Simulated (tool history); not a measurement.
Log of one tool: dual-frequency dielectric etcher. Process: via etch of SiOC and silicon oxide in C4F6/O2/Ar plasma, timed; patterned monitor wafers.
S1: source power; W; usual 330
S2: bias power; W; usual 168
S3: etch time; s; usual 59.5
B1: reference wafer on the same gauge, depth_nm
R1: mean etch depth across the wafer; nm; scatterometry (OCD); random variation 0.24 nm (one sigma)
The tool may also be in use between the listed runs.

run,hour,S1,S2,S3,B1,R1
1,0,330,168,68,58.9,74.2
2,57.2,330,168,46.5,58.9,50.7
3,118.5,330,168,59.5,58.9,65
4,178.2,330,168,59.5,58.9,64.1
5,209.2,330,168,59.5,58.8,64.1
# hour 257.1: bias power generator calibrated
# hour 291.1: wet clean of the chamber, repeated, since the last time left the tool worse
6,291.6,390,168,59.5,58.9,74.8
7,334,390,168,59.5,58.9,74.8
8,375.9,390,168,59.5,58.9,74.9
9,408.3,330,184,59.5,58.9,69.3
# hour 443.9: gauge calibrated
# hour 468.8: upper electrode replaced
10,469.3,330,168,59.5,58.9,67.6
11,482.3,330,168,46,58.9,52
12,684.2,330,168,46,58.8,51.6
13,724.6,300,168,59.5,58.9,63
# hour 757.3: wet clean of the chamber
14,764.1,290,199,59.5,58.9,66.7
15,794.9,330,168,73.5,58.9,84.8
# hour 829.5: source power generator calibrated
16,860.2,390,168,59.5,58.9,74.9
17,937.7,330,184,59.5,58.9,69.8
18,1002.9,270,194,49.5,58.9,51.9
19,1058.2,330,188,43.5,58.9,51
20,1109.1,270,137,70.5,58.9,67.5
21,1162.7,370,202,70.5,58.8,89.1
# hour 1220.3: wet clean of the chamber
22,1230.2,280,189,66.5,58.9,71.3
23,1255.4,330,168,65,58.9,74.8
24,1320,330,129,66.5,58.9,71.9
25,1520.9,260,190,59.5,58.9,60.2
26,1578.9,330,168,59.5,58.9,67.2
# hour 1642.2: wet clean of the chamber
27,1642.7,360,198,52,58.9,65.9
28,1662.7,330,151,59.5,58.9,67.4
29,1691.3,390,127,75.5,58.9,89.6
30,1724.7,270,137,70.5,59,69.2

The same runs without the tool's hidden state, with the same run-to-run variation:
The hidden state here: etch rate over this chamber's usual, %; source power that arrives over what is set, %; bias power that arrives over what is set, %; gauge reads high (%).
run,R1
1,78.4
2,53.8
3,69.1
4,68.5
5,68.5
6,75.3
7,75.5
8,75.8
9,70.2
10,68.7
11,52.9
12,53.1
13,64.9
14,66.6
15,84.8
16,75.1
17,70.4
18,52.5
19,51.7
20,68.7
21,90.9
22,71.5
23,75.1
24,72.4
25,61.3
26,68.8
27,65.7
28,67.4
29,89.6
30,69.3
